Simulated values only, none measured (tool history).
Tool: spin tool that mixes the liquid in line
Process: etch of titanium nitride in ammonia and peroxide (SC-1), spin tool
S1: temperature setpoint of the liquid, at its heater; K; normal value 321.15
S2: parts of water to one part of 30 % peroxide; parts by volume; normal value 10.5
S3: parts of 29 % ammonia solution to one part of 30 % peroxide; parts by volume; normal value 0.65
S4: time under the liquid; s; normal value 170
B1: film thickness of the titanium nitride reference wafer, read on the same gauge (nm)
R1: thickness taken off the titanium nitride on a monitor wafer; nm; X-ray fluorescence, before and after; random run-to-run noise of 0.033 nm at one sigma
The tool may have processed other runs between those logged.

{"run": 1, "hour": 0.0, "S1": 321.15, "S2": 10.5, "S3": 0.65, "S4": 170, "B1": 39.99, "R1": 5.53}
{"run": 2, "hour": 8.2, "S1": 321.15, "S2": 8.5, "S3": 0.8, "S4": 170, "B1": 39.99, "R1": 6.34}
{"run": 3, "hour": 20.1, "S1": 321.15, "S2": 10.5, "S3": 0.65, "S4": 170, "B1": 40.01, "R1": 5.62}
{"run": 4, "hour": 30.6, "S1": 321.15, "S2": 10.5, "S3": 0.65, "S4": 170, "B1": 40.02, "R1": 5.56}
{"run": 5, "hour": 69.5, "S1": 321.15, "S2": 10.5, "S3": 0.65, "S4": 170, "B1": 40.07, "R1": 5.49}
{"run": 6, "hour": 76.4, "S1": 321.15, "S2": 10.5, "S3": 0.65, "S4": 170, "B1": 40, "R1": 5.5}
{"run": 7, "hour": 100.3, "S1": 324.15, "S2": 10.5, "S3": 0.65, "S4": 170, "B1": 40, "R1": 6.83}
{"run": 8, "hour": 151.3, "S1": 324.15, "S2": 10.5, "S3": 0.65, "S4": 170, "B1": 39.98, "R1": 6.75}
{"run": 9, "hour": 163.5, "S1": 321.15, "S2": 10.5, "S3": 0.65, "S4": 170, "B1": 40.02, "R1": 5.46}
{"run": 10, "hour": 174.1, "S1": 321.15, "S2": 10.5, "S3": 0.65, "S4": 170, "B1": 40, "R1": 5.42}
{"hour": 177.3, "done": "ammonia flow meter replaced"}
{"hour": 185.5, "done": "gauge calibrated"}
{"run": 11, "hour": 190.6, "S1": 321.15, "S2": 10.5, "S3": 0.65, "S4": 170, "B1": 39.96, "R1": 5.43}

Run 12 has not been measured yet. What should we expect?
{"hour": 194.6, "done": "new drum of ammonia solution connected"}
{"run": 12, "hour": 199.9, "S1": 321.15, "S2": 7.5, "S3": 0.45, "S4": 170, "B1": "?", "R1": "?"}

B1: 39.96
R1: 6.02 nm
Without the tool's hidden state the same run would have given R1 6.41 nm.
